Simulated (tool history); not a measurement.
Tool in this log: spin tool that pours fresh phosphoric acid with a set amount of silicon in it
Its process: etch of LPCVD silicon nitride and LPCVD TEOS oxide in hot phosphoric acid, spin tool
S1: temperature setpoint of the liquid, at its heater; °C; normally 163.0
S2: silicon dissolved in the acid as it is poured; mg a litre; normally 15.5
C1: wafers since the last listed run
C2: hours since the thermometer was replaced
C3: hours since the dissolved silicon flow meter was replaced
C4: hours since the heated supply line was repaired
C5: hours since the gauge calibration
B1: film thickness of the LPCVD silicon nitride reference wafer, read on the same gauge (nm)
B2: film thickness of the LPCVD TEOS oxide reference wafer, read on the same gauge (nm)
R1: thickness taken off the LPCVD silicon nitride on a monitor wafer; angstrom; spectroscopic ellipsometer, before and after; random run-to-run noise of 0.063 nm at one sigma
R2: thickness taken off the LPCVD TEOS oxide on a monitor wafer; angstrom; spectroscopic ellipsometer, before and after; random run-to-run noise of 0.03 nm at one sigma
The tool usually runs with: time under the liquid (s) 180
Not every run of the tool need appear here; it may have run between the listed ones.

Run 1, hour 0.0: usual settings but S2 7.0 mg a litre; C1 0; C2 1426.7; C3 1199.2; C4 2420.9; C5 249.4; B1 29.97; B2 49.988. Result: R1 160.8 angstrom, R2 4.85 angstrom.
Run 2, hour 7.2: usual settings but S2 7.0 mg a litre; C1 48; C2 1433.9; C3 1206.4; C4 2428.1; C5 256.6; B1 30.01; B2 49.981. Result: R1 160.5 angstrom, R2 4.85 angstrom.
Run 3, hour 15.9: usual settings but S2 7.0 mg a litre; C1 58; C2 1442.6; C3 1215.1; C4 2436.8; C5 265.3; B1 29.98; B2 49.999. Result: R1 159.2 angstrom, R2 4.44 angstrom.
Run 4, hour 31.4: usual settings but S1 165.0 °C; C1 103; C2 1458.1; C3 1230.6; C4 2452.3; C5 280.8; B1 30.05; B2 50.017. Result: R1 170.0 angstrom, R2 4.55 angstrom.
Run 5, hour 44.3: usual settings but S2 19.5 mg a litre, time under the liquid (s) 245; C1 86; C2 1471.0; C3 1243.5; C4 2465.2; C5 293.7; B1 30.02; B2 49.973. Result: R1 216.7 angstrom, R2 4.49 angstrom.
Run 6, hour 59.1: usual settings but S2 19.5 mg a litre, time under the liquid (s) 245; C1 99; C2 1485.8; C3 1258.3; C4 2480.0; C5 308.5; B1 30.00; B2 49.981. Result: R1 217.9 angstrom, R2 4.85 angstrom.
Run 7, hour 67.3: usual settings but S2 19.5 mg a litre, time under the liquid (s) 245; C1 54; C2 1494.0; C3 1266.5; C4 2488.2; C5 316.7; B1 29.97; B2 50.004. Result: R1 216.4 angstrom, R2 4.10 angstrom.
At hour 77.8: dissolved silicon flow meter replaced.
Run 8, hour 78.3: usual settings; C1 66; C2 1505.0; C3 0.5; C4 2499.2; C5 327.7; B1 30.02; B2 50.001. Result: R1 159.2 angstrom, R2 4.47 angstrom.
At hour 101.4: heated supply line repaired.
Run 9, hour 104.4: usual settings; C1 168; C2 1531.1; C3 26.6; C4 3.0; C5 353.8; B1 30.00; B2 50.039. Result: R1 180.7 angstrom, R2 5.13 angstrom.
Run 10, hour 118.4: usual settings but S1 161.5 °C, S2 5.0 mg a litre, time under the liquid (s) 290; C1 93; C2 1545.1; C3 40.6; C4 17.0; C5 367.8; B1 29.93; B2 50.000. Result: R1 279.1 angstrom, R2 10.16 angstrom.
At hour 128.1: thermometer replaced.
Run 11, hour 134.9: usual settings; C1 103; C2 6.8; C3 57.1; C4 33.5; C5 384.3; B1 30.02; B2 50.005. Result: R1 170.1 angstrom, R2 4.54 angstrom.
Run 12, hour 150.4: usual settings but S1 160.0 °C, S2 9.5 mg a litre, time under the liquid (s) 115; C1 103; C2 22.3; C3 72.6; C4 49.0; C5 399.8; B1 29.98; B2 50.015. Result: R1 97.9 angstrom, R2 2.87 angstrom.
Run 13, hour 166.6: usual settings but S1 160.5 °C, S2 8.5 mg a litre, time under the liquid (s) 120; C1 108; C2 38.5; C3 88.8; C4 65.2; C5 416.0; B1 29.98; B2 49.986. Result: R1 103.4 angstrom, R2 3.02 angstrom.
At hour 181.4: gauge calibrated.
Run 14, hour 182.8: usual settings but S2 6.0 mg a litre; C1 108; C2 54.7; C3 105.0; C4 81.4; C5 1.4; B1 29.99; B2 49.989. Result: R1 169.2 angstrom, R2 5.81 angstrom.
Run 15, hour 192.0: usual settings; C1 61; C2 63.9; C3 114.2; C4 90.6; C5 10.6; B1 30.00; B2 50.029. Result: R1 169.9 angstrom, R2 4.42 angstrom.
Run 16, hour 207.3: usual settings but S1 160.0 °C, S2 9.5 mg a litre, time under the liquid (s) 115; C1 102; C2 79.2; C3 129.5; C4 105.9; C5 25.9; B1 29.98; B2 50.009. Result: R1 97.4 angstrom, R2 2.71 angstrom.
Run 17, hour 214.6: usual settings but S1 166.0 °C, S2 24.0 mg a litre, time under the liquid (s) 105; C1 48; C2 86.5; C3 136.8; C4 113.2; C5 33.2; B1 30.02; B2 50.003. Result: R1 108.3 angstrom, R2 2.60 angstrom.
Run 18, hour 232.3: usual settings; C1 118; C2 104.2; C3 154.5; C4 130.9; C5 50.9; B1 30.01; B2 49.969. Result: R1 168.3 angstrom, R2 4.49 angstrom.
Run 19, hour 249.9: usual settings but S1 165.0 °C, S2 10.5 mg a litre; C1 117; C2 121.8; C3 172.1; C4 148.5; C5 68.5; B1 29.97; B2 50.007. Result: R1 181.1 angstrom, R2 6.06 angstrom.
Run 20, hour 268.3: usual settings but time under the liquid (s) 240; C1 123; C2 140.2; C3 190.5; C4 166.9; C5 86.9; B1 29.99; B2 49.990. Result: R1 224.8 angstrom, R2 5.91 angstrom.
Run 21, hour 285.7: usual settings but S1 160.0 °C, S2 9.5 mg a litre, time under the liquid (s) 115; C1 116; C2 157.6; C3 207.9; C4 184.3; C5 104.3; B1 30.01; B2 50.002. Result: R1 97.8 angstrom, R2 2.69 angstrom.
Run 22, hour 293.5: usual settings but S1 160.5 °C; C1 52; C2 165.4; C3 215.7; C4 192.1; C5 112.1; B1 29.96; B2 50.016. Result: R1 155.0 angstrom, R2 3.76 angstrom.

What if the next run were any one of these 4? Each begins from the tool's condition after run 22:
Run A, hour 294.0: usual settings; C1 3; C2 165.9; C3 216.2; C4 192.6; C5 112.6; B1 ?; B2 ?. Result: R1 ?, R2 ?.
Run B, hour 294.0: usual settings but time under the liquid (s) 235; C1 3; C2 165.9; C3 216.2; C4 192.6; C5 112.6; B1 ?; B2 ?. Result: R1 ?, R2 ?.
Run C, hour 294.0: usual settings but S1 165.5 °C, S2 6.5 mg a litre, time under the liquid (s) 115; C1 3; C2 165.9; C3 216.2; C4 192.6; C5 112.6; B1 ?; B2 ?. Result: R1 ?, R2 ?.
Run D, hour 294.0: usual settings but S1 165.5 °C, S2 24.0 mg a litre, time under the liquid (s) 140; C1 3; C2 165.9; C3 216.2; C4 192.6; C5 112.6; B1 ?; B2 ?. Result: R1 ?, R2 ?.

run     B1      B2     R1    R2
  A  29.94  49.998  169.4  4.05
  B  29.94  49.998  221.2  5.29
  C  29.94  49.998  117.5  3.81
  D  29.94  49.998  143.1  2.96
Had the tool no hidden state, the same runs would have come out as:
run     R1    R2
  A  170.8  4.12
  B  223.0  5.38
  C  118.5  3.88
  D  144.3  3.02

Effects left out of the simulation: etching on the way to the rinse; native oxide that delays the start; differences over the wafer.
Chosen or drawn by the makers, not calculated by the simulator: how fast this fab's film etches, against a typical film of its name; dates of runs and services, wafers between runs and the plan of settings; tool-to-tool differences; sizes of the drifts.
